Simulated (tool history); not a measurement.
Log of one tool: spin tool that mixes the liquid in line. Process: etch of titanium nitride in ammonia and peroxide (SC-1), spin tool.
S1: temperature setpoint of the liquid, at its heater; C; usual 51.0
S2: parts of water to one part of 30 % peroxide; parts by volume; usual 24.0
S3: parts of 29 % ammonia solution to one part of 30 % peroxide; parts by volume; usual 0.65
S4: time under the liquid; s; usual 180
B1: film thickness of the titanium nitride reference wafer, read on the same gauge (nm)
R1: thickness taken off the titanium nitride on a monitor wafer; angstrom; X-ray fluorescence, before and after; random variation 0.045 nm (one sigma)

run	day	S1	S2	S3	S4	B1	R1
1	0.000	51.0	24.0	0.65	180	90.00	58.6
2	0.646	51.0	24.0	0.65	180	90.00	59.3
# day 1.267: gauge calibrated
3	2.404	51.0	24.0	0.65	180	89.99	58.8
4	2.925	51.0	24.0	0.65	180	90.01	59.4
5	3.312	51.0	24.0	0.65	180	90.05	60.6
# day 3.804: thermometer replaced
6	4.054	51.0	24.0	0.65	180	90.01	49.3
# day 4.212: heated supply line repaired
7	4.579	51.0	15.0	0.65	180	90.02	83.2
8	5.179	51.0	15.0	0.65	180	90.00	84.9
# day 5.312: ammonia flow meter replaced
9	5.600	51.0	15.0	0.65	180	89.99	85.3
10	6.258	51.0	24.0	0.65	180	90.00	65.4
# day 6.421: new drum of ammonia solution connected
11	7.046	51.0	18.5	0.65	180	90.00	75.1

Run 12 comes next. What will it give?
12	7.383	47.5	24.0	0.40	290	?	?

B1: 89.98
R1: 75.7 angstrom
Without the tool's hidden state the same run would have given R1 73.7 angstrom.
